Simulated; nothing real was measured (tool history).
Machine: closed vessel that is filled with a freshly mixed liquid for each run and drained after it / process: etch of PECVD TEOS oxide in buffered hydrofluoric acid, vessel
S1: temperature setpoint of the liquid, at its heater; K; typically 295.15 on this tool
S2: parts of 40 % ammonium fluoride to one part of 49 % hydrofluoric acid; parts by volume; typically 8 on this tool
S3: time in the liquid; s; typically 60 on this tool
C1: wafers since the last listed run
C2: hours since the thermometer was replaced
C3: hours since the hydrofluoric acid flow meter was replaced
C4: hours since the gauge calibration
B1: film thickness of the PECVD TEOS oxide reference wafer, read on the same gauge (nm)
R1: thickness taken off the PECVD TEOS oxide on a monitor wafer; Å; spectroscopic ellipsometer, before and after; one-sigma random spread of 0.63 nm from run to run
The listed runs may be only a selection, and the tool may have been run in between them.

run,hour,S1,S2,S3,C1,C2,C3,C4,B1,R1
1,0,295.15,8,60,0,833.5,930.9,208.6,100,1641.5
2,18.6,295.15,8,60,2578,852.1,949.5,227.2,100.02,1642.8
3,42.3,295.15,8,60,3286,875.8,973.2,250.9,100.01,1647.5
4,65.2,295.15,8,60,3175,898.7,996.1,273.8,100.01,1642.3
5,82.2,295.15,8,60,2357,915.7,1013.1,290.8,100.01,1627.1
6,118,295.15,8,60,4963,951.5,1048.9,326.6,99.97,1651
7,136.6,295.15,8,60,2578,970.1,1067.5,345.2,100,1642.4
8,175.1,295.15,8,40,5338,1008.6,1106,383.7,99.97,1097
9,204.6,291.65,8,50,4090,1038.1,1135.5,413.2,100.04,1127.9
10,238,295.15,8,40,4631,1071.5,1168.9,446.6,100.02,1097.9
# hour 243.4: gauge calibrated
11,259.5,295.15,6,60,2981,1093,1190.4,16.1,100,2161.5
12,284.9,295.15,6,60,3521,1118.4,1215.8,41.5,100.01,2164.4
# hour 307.6: thermometer replaced
13,319.2,293.15,7,70,4617,11.6,1250.1,75.8,99.97,1975.1
# hour 336: hydrofluoric acid flow meter replaced
14,393.4,293.15,8,30,10149,85.8,57.4,150,99.97,730.9
15,483.1,293.65,6,60,12437,175.5,147.1,239.7,100,1990.4
16,532.2,299.15,8,60,6807,224.6,196.2,288.8,100,2048.5

Here are 4 independent what-if runs from the current tool condition. What would each one return?
A,532.9,291.65,8,60,97,225.3,196.9,289.5,?,?
B,532.9,295.15,10,85,97,225.3,196.9,289.5,?,?
C,532.9,295.15,6.5,85,97,225.3,196.9,289.5,?,?
D,532.9,298.15,5,60,97,225.3,196.9,289.5,?,?

run,B1,R1
A,99.99,1346
B,99.99,1909.4
C,99.99,2856.4
D,99.99,2969.7
Without the tool's unlogged condition, the same runs would have read:
run,R1
A,1346
B,1909.4
C,2856.4
D,2969.7

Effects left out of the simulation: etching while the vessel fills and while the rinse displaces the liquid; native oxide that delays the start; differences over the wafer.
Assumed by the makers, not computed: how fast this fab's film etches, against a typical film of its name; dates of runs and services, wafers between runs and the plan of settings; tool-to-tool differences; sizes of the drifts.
